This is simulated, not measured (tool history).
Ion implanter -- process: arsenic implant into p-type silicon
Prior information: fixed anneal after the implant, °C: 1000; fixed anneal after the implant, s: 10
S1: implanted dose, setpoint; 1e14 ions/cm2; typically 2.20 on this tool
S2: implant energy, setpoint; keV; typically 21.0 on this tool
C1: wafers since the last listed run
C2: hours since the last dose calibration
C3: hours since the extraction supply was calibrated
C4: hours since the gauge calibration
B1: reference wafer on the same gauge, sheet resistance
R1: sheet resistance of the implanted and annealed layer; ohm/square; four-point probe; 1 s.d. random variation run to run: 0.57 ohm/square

run	hour	S1	S2	C1	C2	C3	C4	B1	R1
1	0.0	2.20	21.0	0	1466.5	4432.6	5.4	414.14	376.39
2	8.0	2.20	21.0	164	1474.5	4440.6	13.4	413.84	375.84
3	24.4	2.20	21.0	337	1490.9	4457.0	29.8	414.12	378.64
4	40.1	2.20	21.0	322	1506.6	4472.7	45.5	414.02	378.32
5	56.3	2.20	21.0	333	1522.8	4488.9	61.7	414.02	378.52
6	70.6	2.52	21.0	294	1537.1	4503.2	76.0	414.15	342.30
7	88.2	2.52	21.0	361	1554.7	4520.8	93.6	414.02	343.30
8	102.8	2.20	21.0	300	1569.3	4535.4	108.2	414.11	378.96
9	116.1	1.79	21.0	273	1582.6	4548.7	121.5	414.05	441.88
# hour 143.9: extraction supply calibrated
10	145.0	2.20	21.0	429	1611.5	1.1	150.4	414.17	379.53
11	153.8	1.68	18.5	180	1620.3	9.9	159.2	413.99	472.60
12	167.0	2.82	26.5	271	1633.5	23.1	172.4	413.88	306.35
# hour 179.1: gauge calibrated
13	183.9	2.20	21.0	347	1650.4	40.0	4.8	414.05	380.63
14	198.7	2.20	28.0	304	1665.2	54.8	19.6	414.06	363.77
# hour 216.8: Faraday cup replaced and dose calibrated
15	217.3	2.61	24.5	217	0.5	73.4	38.2	414.14	313.65
16	220.3	2.70	27.5	61	3.5	76.4	41.2	414.18	301.14
17	231.0	2.84	27.0	220	14.2	87.1	51.9	414.02	290.27
18	246.6	2.00	14.5	320	29.8	102.7	67.5	413.92	410.70
19	300.3	2.20	21.0	1104	83.5	156.4	121.2	413.76	363.77

Run 20, settings as shown, results not yet in. Your forecast:
20	307.7	1.87	14.5	152	90.9	163.8	128.6	?	?

{"run 20": {"B1": 413.99, "R1": 431.28}}
Take away the tool's hidden state, keep the run-to-run variation as it was, and the same run would have given R1 433.63 ohm/square.

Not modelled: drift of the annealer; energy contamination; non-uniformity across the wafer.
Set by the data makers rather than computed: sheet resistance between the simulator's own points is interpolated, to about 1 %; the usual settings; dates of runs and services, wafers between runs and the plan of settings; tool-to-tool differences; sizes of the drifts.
